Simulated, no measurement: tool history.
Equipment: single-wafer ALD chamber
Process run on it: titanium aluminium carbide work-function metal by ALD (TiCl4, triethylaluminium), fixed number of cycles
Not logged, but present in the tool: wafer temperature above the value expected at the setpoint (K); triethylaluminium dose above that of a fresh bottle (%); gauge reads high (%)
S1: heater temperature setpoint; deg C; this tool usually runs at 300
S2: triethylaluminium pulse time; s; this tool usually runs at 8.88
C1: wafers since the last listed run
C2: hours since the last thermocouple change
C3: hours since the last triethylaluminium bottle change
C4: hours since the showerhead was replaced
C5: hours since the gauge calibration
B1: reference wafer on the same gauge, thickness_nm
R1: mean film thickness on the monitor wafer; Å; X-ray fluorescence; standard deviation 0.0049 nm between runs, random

run	hour	S1	S2	C1	C2	C3	C4	C5	B1	R1
1	0	300	8.88	0	1374.1	493.4	4010.3	62.7	1.509	18.51
2	65.2	300	8.88	640	1439.3	558.6	4075.5	127.9	1.51	18.54
3	104.3	300	8.88	383	1478.4	597.7	4114.6	167	1.509	18.41
4	157.1	300	8.88	518	1531.2	650.5	4167.4	219.8	1.51	18.56
5	217.4	291	8.88	592	1591.5	710.8	4227.7	280.1	1.51	17.69
6	257.6	291	8.88	394	1631.7	751	4267.9	320.3	1.51	17.74
7	328.1	300	6.12	692	1702.2	821.5	4338.4	390.8	1.509	17.34
# hour 378.8: showerhead replaced
8	399.7	300	8.88	624	1773.8	893.1	20.9	462.4	1.509	18.5
9	448.3	296	11.06	477	1822.4	941.7	69.5	511	1.51	18.64
10	493.6	288	8.88	444	1867.7	987	114.8	556.3	1.51	17.43
11	539.1	315	6.33	446	1913.2	1032.5	160.3	601.8	1.51	18.89
12	590.7	300	8.88	506	1964.8	1084.1	211.9	653.4	1.511	18.56
# hour 629: thermocouple changed; heater temperature recalibrated
# hour 633.7: gauge calibrated
# hour 649.1: triethylaluminium bottle replaced
13	649.6	291	8.88	421	20.6	0.5	270.8	15.9	1.511	17.76
14	789.4	313	8.88	1372	160.4	140.3	410.6	155.7	1.51	19.72
15	858.3	294	11.87	676	229.3	209.2	479.5	224.6	1.51	18.53

Entry by entry between the runs, the difference in hidden state between the last listed run before and the first listed run after:
From run 7 to run 8: showerhead replaced (hour 378.8)
  both runs share identical hidden conditions
From run 12 to run 13: thermocouple changed; heater temperature recalibrated (hour 629); gauge calibrated (hour 633.7); triethylaluminium bottle replaced (hour 649.1)
  both runs share identical hidden conditions
